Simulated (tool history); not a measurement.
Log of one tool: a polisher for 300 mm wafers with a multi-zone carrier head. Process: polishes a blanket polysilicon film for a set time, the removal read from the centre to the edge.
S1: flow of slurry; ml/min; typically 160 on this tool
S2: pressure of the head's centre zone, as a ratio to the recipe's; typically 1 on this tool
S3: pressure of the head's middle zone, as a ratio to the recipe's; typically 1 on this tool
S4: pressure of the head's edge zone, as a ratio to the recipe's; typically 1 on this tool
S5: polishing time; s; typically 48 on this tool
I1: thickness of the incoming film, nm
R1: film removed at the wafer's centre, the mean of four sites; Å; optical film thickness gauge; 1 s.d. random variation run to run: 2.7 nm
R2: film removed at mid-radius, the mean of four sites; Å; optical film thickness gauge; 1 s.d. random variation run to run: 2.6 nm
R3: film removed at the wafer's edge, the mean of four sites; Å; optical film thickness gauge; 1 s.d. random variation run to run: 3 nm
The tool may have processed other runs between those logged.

| run | hour | S1 | S2 | S3 | S4 | S5 | I1 | R1 | R2 | R3 |
|---|---|---|---|---|---|---|---|---|---|---|
| 1 | 0 | 160 | 1.09 | 1 | 0.91 | 48 | 1029.7 | 2403 | 2126 | 2040 |
| 2 | 24.3 | 160 | 1.09 | 1 | 0.91 | 48 | 1028.5 | 2312 | 2122 | 2070 |
| 3 | 50.5 | 160 | 1 | 1 | 1 | 48 | 1027.7 | 2100 | 2122 | 2182 |
|  | 91.9 | carrier head's membrane replaced by a new one |
| 4 | 92.4 | 160 | 1 | 1 | 1 | 48 | 1037.6 | 2089 | 2057 | 2169 |
| 5 | 117 | 185 | 1 | 0.94 | 1.05 | 48 | 1040.7 | 2149 | 2035 | 2225 |
|  | 141.5 | worn pad replaced by a new one |
| 6 | 200.8 | 160 | 1.11 | 1 | 1 | 56 | 1040.1 | 2835 | 2501 | 2545 |
|  | 231.1 | slurry nozzle cleaned |
| 7 | 236.4 | 160 | 1 | 1 | 0.88 | 37 | 1026.4 | 1771 | 1778 | 1663 |
| 8 | 267.1 | 185 | 1.05 | 1 | 1 | 62 | 1038.1 | 3136 | 2934 | 2998 |
|  | 295.4 | edge zone pressure recalibrated |
| 9 | 295.9 | 160 | 1.07 | 1.08 | 1 | 48 | 1033 | 2331 | 2272 | 2219 |
| 10 | 334.1 | 160 | 1 | 1 | 1 | 48 | 1024 | 2192 | 2151 | 2182 |
| 11 | 374.7 | 160 | 1 | 1 | 1.11 | 54 | 1035.3 | 2393 | 2383 | 2530 |
| 12 | 423.6 | 160 | 1 | 1 | 1 | 60 | 1047 | 2679 | 2591 | 2677 |
| 13 | 494 | 160 | 1.05 | 1 | 1 | 48 | 1049.2 | 2255 | 2085 | 2138 |
| 14 | 531.4 | 140 | 1 | 1 | 1 | 54 | 1040.4 | 2233 | 2218 | 2318 |
|  | 540.3 | worn pad replaced by a new one |
|  | 565.4 | slurry nozzle cleaned |
| 15 | 578 | 135 | 1 | 1 | 0.89 | 36 | 1040.1 | 1688 | 1653 | 1644 |
|  | 620.7 | edge zone pressure recalibrated |
| 16 | 628.7 | 160 | 1 | 1 | 1 | 48 | 1019.7 | 2273 | 2203 | 2213 |
| 17 | 686.9 | 160 | 1 | 1 | 1.03 | 48 | 1038.3 | 2231 | 2176 | 2282 |
| 18 | 751.9 | 185 | 1 | 0.95 | 1 | 48 | 1017.5 | 2211 | 2117 | 2229 |
| 19 | 823 | 180 | 1 | 1 | 1 | 48 | 1026.8 | 2220 | 2114 | 2223 |
| 20 | 882.4 | 160 | 1 | 1 | 1 | 48 | 1031.7 | 2087 | 2044 | 2178 |
| 21 | 920.3 | 195 | 1 | 1 | 1 | 48 | 1025.3 | 2206 | 2149 | 2188 |
|  | 952.3 | worn pad replaced by a new one |
|  | 954 | slurry nozzle cleaned |
|  | 990.5 | edge zone pressure recalibrated |
| 22 | 991.2 | 160 | 1 | 1 | 0.91 | 48 | 1042.7 | 2368 | 2230 | 2188 |

Below are 4 alternative next runs, each starting from the tool's condition after run 22. Predict each:
| A | 991.6 | 120 | 1 | 1 | 1 | 48 | 1035.2 | ? | ? | ? |
| B | 991.6 | 190 | 1 | 1 | 1 | 48 | 1035.2 | ? | ? | ? |
| C | 991.6 | 160 | 1 | 0.88 | 1.03 | 60 | 1035.2 | ? | ? | ? |
| D | 991.6 | 210 | 1 | 1 | 1 | 63 | 1035.2 | ? | ? | ? |

| run | R1 | R2 | R3 |
|---|---|---|---|
| A | 2116 | 2094 | 2189 |
| B | 2389 | 2329 | 2360 |
| C | 2874 | 2553 | 2926 |
| D | 3195 | 3108 | 3135 |
Had the tool no hidden state, the same runs would have come out as:
| run | R1 | R2 | R3 |
|---|---|---|---|
| A | 2230 | 2198 | 2282 |
| B | 2490 | 2423 | 2446 |
| C | 3005 | 2664 | 3038 |
| D | 3324 | 3229 | 3246 |
